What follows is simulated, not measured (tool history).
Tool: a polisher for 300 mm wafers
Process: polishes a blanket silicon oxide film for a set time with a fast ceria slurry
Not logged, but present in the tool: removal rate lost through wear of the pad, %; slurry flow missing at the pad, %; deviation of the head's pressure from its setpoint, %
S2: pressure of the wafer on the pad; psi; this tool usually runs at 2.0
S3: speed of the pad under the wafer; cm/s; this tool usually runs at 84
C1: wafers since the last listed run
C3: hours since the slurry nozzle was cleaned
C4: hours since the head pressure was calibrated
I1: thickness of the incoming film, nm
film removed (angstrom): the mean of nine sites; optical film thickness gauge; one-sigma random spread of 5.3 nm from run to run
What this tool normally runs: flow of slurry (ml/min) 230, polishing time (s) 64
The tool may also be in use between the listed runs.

Run 1, hour 0.0: usual settings; C1 0; wafers polished on this pad 1203; C3 396.8; C4 738.6; I1 2472.3. Result: film removed (angstrom) 7101.
At hour 0.9: worn pad replaced by a new one.
Run 2, hour 32.2: usual settings; C1 270; wafers polished on this pad 270; C3 429.0; C4 770.8; I1 2534.5. Result: film removed (angstrom) 7128.
Run 3, hour 82.1: usual settings; C1 431; wafers polished on this pad 701; C3 478.9; C4 820.7; I1 2522.7. Result: film removed (angstrom) 7143.
Run 4, hour 101.9: usual settings; C1 171; wafers polished on this pad 873; C3 498.7; C4 840.5; I1 2515.3. Result: film removed (angstrom) 7144.
At hour 120.8: worn pad replaced by a new one.
Run 5, hour 138.5: usual settings; C1 281; wafers polished on this pad 153; C3 535.3; C4 877.1; I1 2492.2. Result: film removed (angstrom) 7138.
At hour 172.1: head pressure recalibrated.
Run 6, hour 172.6: usual settings; C1 277; wafers polished on this pad 430; C3 569.4; C4 0.5; I1 2543.4. Result: film removed (angstrom) 6870.
Run 7, hour 194.8: usual settings but flow of slurry (ml/min) 285, S2 2.3 psi; C1 191; wafers polished on this pad 622; C3 591.6; C4 22.7; I1 2541.2. Result: film removed (angstrom) 7578.
Run 8, hour 210.8: usual settings but flow of slurry (ml/min) 285, S2 2.3 psi; C1 138; wafers polished on this pad 760; C3 607.6; C4 38.7; I1 2497.5. Result: film removed (angstrom) 7570.
Run 9, hour 239.6: usual settings but S2 2.6 psi, S3 100 cm/s, polishing time (s) 84; C1 249; wafers polished on this pad 1010; C3 636.4; C4 67.5; I1 2535.9. Result: film removed (angstrom) 12542.
Run 10, hour 254.2: usual settings but polishing time (s) 74; C1 126; wafers polished on this pad 1136; C3 651.0; C4 82.1; I1 2498.8. Result: film removed (angstrom) 7758.
At hour 259.1: head pressure recalibrated, repeated, since the last time left the tool worse.
At hour 263.2: slurry nozzle cleaned.
At hour 265.9: worn pad replaced by a new one.
Run 11, hour 288.2: usual settings; C1 244; wafers polished on this pad 192; C3 25.0; C4 29.1; I1 2499.7. Result: film removed (angstrom) 7471.
Run 12, hour 302.5: usual settings but S2 2.5 psi, S3 102 cm/s; C1 123; wafers polished on this pad 316; C3 39.3; C4 43.4; I1 2510.2. Result: film removed (angstrom) 10422.
Run 13, hour 331.4: usual settings but S2 1.6 psi, S3 70 cm/s; C1 249; wafers polished on this pad 565; C3 68.2; C4 72.3; I1 2542.7. Result: film removed (angstrom) 5320.
Run 14, hour 348.9: usual settings but flow of slurry (ml/min) 150, S2 1.4 psi, S3 94 cm/s; C1 151; wafers polished on this pad 717; C3 85.7; C4 89.8; I1 2535.3. Result: film removed (angstrom) 6482.

Here are 3 independent what-if runs from the current tool condition. What would each one return?
Run A, hour 349.3: usual settings; C1 3; wafers polished on this pad 720; C3 86.1; C4 90.2; I1 2526.6. Result: film removed (angstrom) ?.
Run B, hour 349.3: usual settings but flow of slurry (ml/min) 200, S2 1.7 psi, S3 70 cm/s; C1 3; wafers polished on this pad 720; C3 86.1; C4 90.2; I1 2526.6. Result: film removed (angstrom) ?.
Run C, hour 349.3: usual settings but S2 1.3 psi, S3 102 cm/s, polishing time (s) 57; C1 3; wafers polished on this pad 720; C3 86.1; C4 90.2; I1 2526.6. Result: film removed (angstrom) ?.

run  film removed (angstrom)
  A                     7332
  B                     5481
  C                     6264
Stripped of hidden state, with their random variation kept, the same runs would have yielded:
run  film removed (angstrom)
  A                     7415
  B                     5543
  C                     6335
